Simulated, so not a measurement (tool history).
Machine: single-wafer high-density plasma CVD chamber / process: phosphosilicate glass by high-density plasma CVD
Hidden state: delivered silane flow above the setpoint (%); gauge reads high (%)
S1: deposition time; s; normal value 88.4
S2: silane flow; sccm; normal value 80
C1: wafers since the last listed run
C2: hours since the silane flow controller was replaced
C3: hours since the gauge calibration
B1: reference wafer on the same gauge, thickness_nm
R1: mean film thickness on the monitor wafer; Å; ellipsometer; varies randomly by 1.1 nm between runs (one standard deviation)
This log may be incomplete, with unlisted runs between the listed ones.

run   hour     S1  S2   C1      C2     C3       B1       R1
  1      0   88.4  80    0  4567.1    172  734.074  6838.03
  2   35.8   88.4  80  518  4602.9  207.8  734.053  6811.75
  3   67.1   88.4  80  453  4634.2  239.1  733.953  6837.32
  4   83.3   88.4  80  234  4650.4  255.3  733.816  6833.01
  5  103.6   88.4  80  293  4670.7  275.6  734.208  6831.62
  6  121.1   88.4  80  253  4688.2  293.1  734.077  6825.91
  7  155.2   88.4  80  493  4722.3  327.2  733.798  6810.67
  8    175   88.4  88  286  4742.1    347  733.998  7270.35
  9  195.7   88.4  92  299  4762.8  367.7  733.857  7522.83
 10  219.5   88.4  80  344  4786.6  391.5  733.982  6821.06
 11  236.6   88.4  80  247  4803.7  408.6   733.99  6808.32
 12  255.7   88.4  80  276  4822.8  427.7  733.994  6819.48
 13  274.3   99.9  89  269  4841.4  446.3  733.753  8259.79
 14  295.5   88.4  80  307  4862.6  467.5  733.965  6802.13
 15  325.2   74.1  85  430  4892.3  497.2  733.863  5942.54
     342.9  -- silane flow controller replaced
 16  346.8   88.4  91  196     3.9  518.8  733.967  7816.68
     361.8  -- gauge calibrated
 17  371.8   71.1  94  362    28.9     10  734.149  6429.78
 18  404.6  100.3  65  474    61.7   42.8  734.053  7089.57
 19  436.2  106.1  72  457    93.3   74.4  733.983  8003.86
 20    466   88.4  80  431   123.1  104.2  734.077  7141.66
 21  494.1   93.1  80  406   151.2  132.3   734.03  7529.25
 22  515.3   88.4  80  307   172.4  153.5  734.129  7172.98
 23  537.8     79  67  325   194.9    176  733.968  5697.59
 24  566.7   88.4  80  418   223.8  204.9  733.908  7157.31
 25  579.9   88.4  88  191     237  218.1  733.976  7652.72

5 ways to go on from here, each from the tool as it stands after run 25. What would each give?
  A  580.3   88.4  65   5  237.4  218.5   ?   ?
  B  580.3  100.6  90   5  237.4  218.5   ?   ?
  C  580.3     71  69   5  237.4  218.5   ?   ?
  D  580.3  104.9  94   5  237.4  218.5   ?   ?
  E  580.3   74.3  76   5  237.4  218.5   ?   ?

run       B1       R1
  A  733.873  6246.22
  B  733.873  8813.13
  C  733.873  5209.28
  D  733.873  9474.28
  E  733.873  5803.97
What these runs would have given with no unlogged condition in the tool:
run       R1
  A  6243.68
  B  8809.55
  C  5207.16
  D  9470.43
  E  5801.61

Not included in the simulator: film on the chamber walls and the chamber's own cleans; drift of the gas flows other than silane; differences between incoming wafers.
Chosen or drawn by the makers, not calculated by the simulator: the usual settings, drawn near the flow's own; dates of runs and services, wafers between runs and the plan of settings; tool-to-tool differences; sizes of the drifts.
